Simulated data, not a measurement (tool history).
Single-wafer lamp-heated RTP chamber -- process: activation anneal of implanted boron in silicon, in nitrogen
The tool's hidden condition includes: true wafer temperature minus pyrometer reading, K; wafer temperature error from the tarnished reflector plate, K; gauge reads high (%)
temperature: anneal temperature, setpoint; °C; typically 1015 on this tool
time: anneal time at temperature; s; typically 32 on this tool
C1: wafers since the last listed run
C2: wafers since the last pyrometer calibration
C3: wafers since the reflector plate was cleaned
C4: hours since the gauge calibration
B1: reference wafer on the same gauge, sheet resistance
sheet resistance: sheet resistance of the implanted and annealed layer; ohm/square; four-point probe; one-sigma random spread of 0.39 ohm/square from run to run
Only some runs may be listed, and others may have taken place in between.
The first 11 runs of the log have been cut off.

{"run": 12, "hour": 515.7, "temperature": 998, "time": 32, "C1": 595, "C2": 4146, "C3": 5095, "C4": 1096.8, "B1": 81.34, "sheet resistance": 87.69}
{"run": 13, "hour": 582.1, "temperature": 1015, "time": 46, "C1": 987, "C2": 5134, "C3": 6083, "C4": 1163.2, "B1": 81.51, "sheet resistance": 82.75}
{"run": 14, "hour": 612.6, "temperature": 1015, "time": 46, "C1": 453, "C2": 5588, "C3": 6537, "C4": 1193.7, "B1": 81.42, "sheet resistance": 82.77}
{"run": 15, "hour": 645.8, "temperature": 1015, "time": 46, "C1": 493, "C2": 6082, "C3": 7031, "C4": 1226.9, "B1": 81.48, "sheet resistance": 82.88}
{"hour": 666.4, "done": "gauge calibrated"}
{"run": 16, "hour": 696.7, "temperature": 1001, "time": 17, "C1": 757, "C2": 6839, "C3": 7788, "C4": 30.3, "B1": 81.52, "sheet resistance": 87.57}
{"hour": 817.6, "done": "pyrometer window cleaned and pyrometer calibrated"}
{"run": 17, "hour": 912.5, "temperature": 1043, "time": 25, "C1": 3091, "C2": 1412, "C3": 10879, "C4": 246.1, "B1": 81.57, "sheet resistance": 80.59}
{"run": 18, "hour": 959.2, "temperature": 1015, "time": 32, "C1": 694, "C2": 2107, "C3": 11574, "C4": 292.8, "B1": 81.54, "sheet resistance": 84.54}
{"run": 19, "hour": 990.9, "temperature": 992, "time": 32, "C1": 471, "C2": 2578, "C3": 12046, "C4": 324.5, "B1": 81.63, "sheet resistance": 90.38}
{"run": 20, "hour": 1062.6, "temperature": 1015, "time": 49, "C1": 1066, "C2": 3645, "C3": 13112, "C4": 396.2, "B1": 81.5, "sheet resistance": 82.57}

Run 21 is up next; what results do you expect?
{"run": 21, "hour": 1113.6, "temperature": 1015, "time": 45, "C1": 758, "C2": 4404, "C3": 13871, "C4": 447.2, "B1": "?", "sheet resistance": "?"}

{"run 21": {"B1": 81.68, "sheet resistance": 83.16}}
Were there no unlogged condition in the tool, this run, its random variation unchanged, would have produced sheet resistance 84.01 ohm/square.

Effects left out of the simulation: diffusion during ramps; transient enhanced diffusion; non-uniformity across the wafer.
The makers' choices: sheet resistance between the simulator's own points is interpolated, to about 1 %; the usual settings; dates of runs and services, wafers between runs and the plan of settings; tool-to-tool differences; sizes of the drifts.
